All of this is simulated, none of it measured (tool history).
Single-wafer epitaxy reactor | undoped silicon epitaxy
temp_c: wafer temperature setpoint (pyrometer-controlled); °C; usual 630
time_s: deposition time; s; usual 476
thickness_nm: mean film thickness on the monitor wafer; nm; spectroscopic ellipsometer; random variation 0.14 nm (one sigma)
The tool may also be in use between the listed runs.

run,hour,temp_c,time_s,"read-back reference wafer on the same gauge, thickness_nm",thickness_nm
1,0.0,630,476,50.469,46.145
2,32.6,630,476,50.413,45.855
3,50.1,630,476,50.404,45.898
4,80.8,630,476,50.331,45.773
5,104.0,630,476,50.351,45.830
6,122.1,641,429,50.331,51.692
7,139.3,641,429,50.396,51.431
8,162.4,630,418,50.385,40.440
9,191.1,630,418,50.397,40.318
10,225.0,630,476,50.416,45.986
11,245.7,630,476,50.452,45.671
12,350.2,642,423,50.340,51.697
13,374.3,624,476,50.393,40.600
14,407.1,624,476,50.322,40.634
15,457.8,630,509,50.435,49.110
# hour 473.1: pyrometer calibrated
16,475.8,642,476,50.409,61.696
17,506.6,630,476,50.410,48.447
18,533.3,644,415,50.396,55.317
# hour 537.1: gauge calibrated
19,552.1,630,476,50.419,47.869
20,564.9,630,476,50.436,47.975
21,586.3,616,434,50.382,32.965
22,609.7,615,399,50.393,29.487
23,639.6,630,436,50.421,43.700
24,657.0,630,503,50.452,50.490
25,691.2,630,437,50.385,43.303
26,719.7,623,545,50.410,47.037
27,734.5,635,443,50.331,48.754
28,760.7,630,476,50.408,47.285
29,780.7,639,549,50.376,65.237

5 ways to go on from here, each from the tool as it stands after run 29. What would each give?
A,781.2,630,476,?,?
B,781.2,630,534,?,?
C,781.2,636,423,?,?
D,781.2,621,504,?,?
E,781.2,619,428,?,?

run,"read-back reference wafer on the same gauge, thickness_nm",thickness_nm
A,50.346,47.293
B,50.346,53.055
C,50.346,47.379
D,50.346,41.723
E,50.346,34.009
Without the tool's hidden state the same runs would have given:
run,thickness_nm
A,48.829
B,54.779
C,48.900
D,43.103
E,35.138
